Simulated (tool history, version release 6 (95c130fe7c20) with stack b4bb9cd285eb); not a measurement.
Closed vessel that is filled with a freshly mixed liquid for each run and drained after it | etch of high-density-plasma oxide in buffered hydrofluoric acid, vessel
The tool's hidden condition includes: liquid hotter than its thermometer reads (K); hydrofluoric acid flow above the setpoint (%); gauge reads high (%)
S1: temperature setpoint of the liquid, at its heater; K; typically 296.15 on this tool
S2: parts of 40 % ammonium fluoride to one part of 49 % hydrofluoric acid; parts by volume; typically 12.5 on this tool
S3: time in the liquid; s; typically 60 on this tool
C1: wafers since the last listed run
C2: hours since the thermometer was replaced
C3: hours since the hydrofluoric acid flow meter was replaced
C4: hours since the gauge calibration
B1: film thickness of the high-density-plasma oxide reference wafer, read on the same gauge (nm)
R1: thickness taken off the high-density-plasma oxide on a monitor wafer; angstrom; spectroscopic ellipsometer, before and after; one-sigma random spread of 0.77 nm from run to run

| run | hour | S1 | S2 | S3 | C1 | C2 | C3 | C4 | B1 | R1 |
|---|---|---|---|---|---|---|---|---|---|---|
| 1 | 0 | 296.15 | 12.5 | 60 | 0 | 2673.7 | 568.5 | 274.2 | 130.01 | 1017.8 |
| 2 | 14.7 | 296.15 | 12.5 | 60 | 1682 | 2688.4 | 583.2 | 288.9 | 129.99 | 1030.1 |
| 3 | 99.8 | 296.15 | 12.5 | 75 | 9741 | 2773.5 | 668.3 | 374 | 130.02 | 1280.6 |
| 4 | 115.8 | 296.15 | 12.5 | 75 | 1831 | 2789.5 | 684.3 | 390 | 129.98 | 1275.9 |
| 5 | 137.4 | 296.15 | 12.5 | 75 | 2472 | 2811.1 | 705.9 | 411.6 | 130.02 | 1302.2 |
| 6 | 154.9 | 296.15 | 12.5 | 60 | 2003 | 2828.6 | 723.4 | 429.1 | 130.02 | 1025.8 |
| 7 | 177.8 | 300.15 | 12.5 | 60 | 2621 | 2851.5 | 746.3 | 452 | 130.03 | 1298.7 |
| 8 | 207.2 | 300.15 | 12.5 | 60 | 3365 | 2880.9 | 775.7 | 481.4 | 130.03 | 1299.7 |
| 9 | 221.8 | 298.65 | 12.5 | 45 | 1671 | 2895.5 | 790.3 | 496 | 129.95 | 890.5 |
|  | 237.8 | thermometer replaced |
| 10 | 255.9 | 296.15 | 12.5 | 60 | 3789 | 18.1 | 824.4 | 530.1 | 129.95 | 1060.1 |
| 11 | 288.3 | 296.15 | 12.5 | 60 | 3708 | 50.5 | 856.8 | 562.5 | 130 | 1038 |
| 12 | 321.5 | 296.15 | 14 | 60 | 3800 | 83.7 | 890 | 595.7 | 130.03 | 949.8 |
| 13 | 357.3 | 296.15 | 15 | 85 | 4098 | 119.5 | 925.8 | 631.5 | 129.98 | 1252 |
| 14 | 384.9 | 296.15 | 12.5 | 60 | 3159 | 147.1 | 953.4 | 659.1 | 130.01 | 1068.5 |
| 15 | 407.2 | 296.15 | 12.5 | 60 | 2552 | 169.4 | 975.7 | 681.4 | 130 | 1063.4 |
| 16 | 430 | 296.15 | 12.5 | 60 | 2609 | 192.2 | 998.5 | 704.2 | 130.01 | 1078.2 |
|  | 437.7 | hydrofluoric acid flow meter replaced |
| 17 | 450.4 | 296.15 | 12.5 | 60 | 2220 | 212.6 | 12.7 | 724.6 | 130 | 953.8 |
| 18 | 478.3 | 298.15 | 17 | 75 | 3193 | 240.5 | 40.6 | 752.5 | 130.03 | 995.4 |
| 19 | 495.3 | 298.65 | 12.5 | 45 | 1946 | 257.5 | 57.6 | 769.5 | 129.97 | 815.7 |
|  | 498 | gauge calibrated |
| 20 | 526.4 | 296.15 | 12.5 | 30 | 3560 | 288.6 | 88.7 | 28.4 | 129.98 | 482.9 |
| 21 | 553.1 | 296.15 | 16.5 | 90 | 3056 | 315.3 | 115.4 | 55.1 | 129.98 | 1091.3 |
| 22 | 574.4 | 296.15 | 15.5 | 90 | 2438 | 336.6 | 136.7 | 76.4 | 129.99 | 1170.7 |
| 23 | 604.3 | 299.65 | 16 | 30 | 3422 | 366.5 | 166.6 | 106.3 | 129.99 | 462 |
| 24 | 625.2 | 293.15 | 12.5 | 80 | 2392 | 387.4 | 187.5 | 127.2 | 130.02 | 1103.7 |
| 25 | 644 | 296.15 | 12.5 | 30 | 2152 | 406.2 | 206.3 | 146 | 130.03 | 487.1 |
| 26 | 657.1 | 301.15 | 12.5 | 60 | 1499 | 419.3 | 219.4 | 159.1 | 129.99 | 1270.9 |

For run 27, what comes out?
| 27 | 682.7 | 291.65 | 14.5 | 40 | 2930 | 444.9 | 245 | 184.7 | ? | ? |

{"run 27": {"B1": 130.01, "R1": 441.9}}
On a tool with no hidden condition, and with the same random variation, this run would have come out at R1 430.9 angstrom.
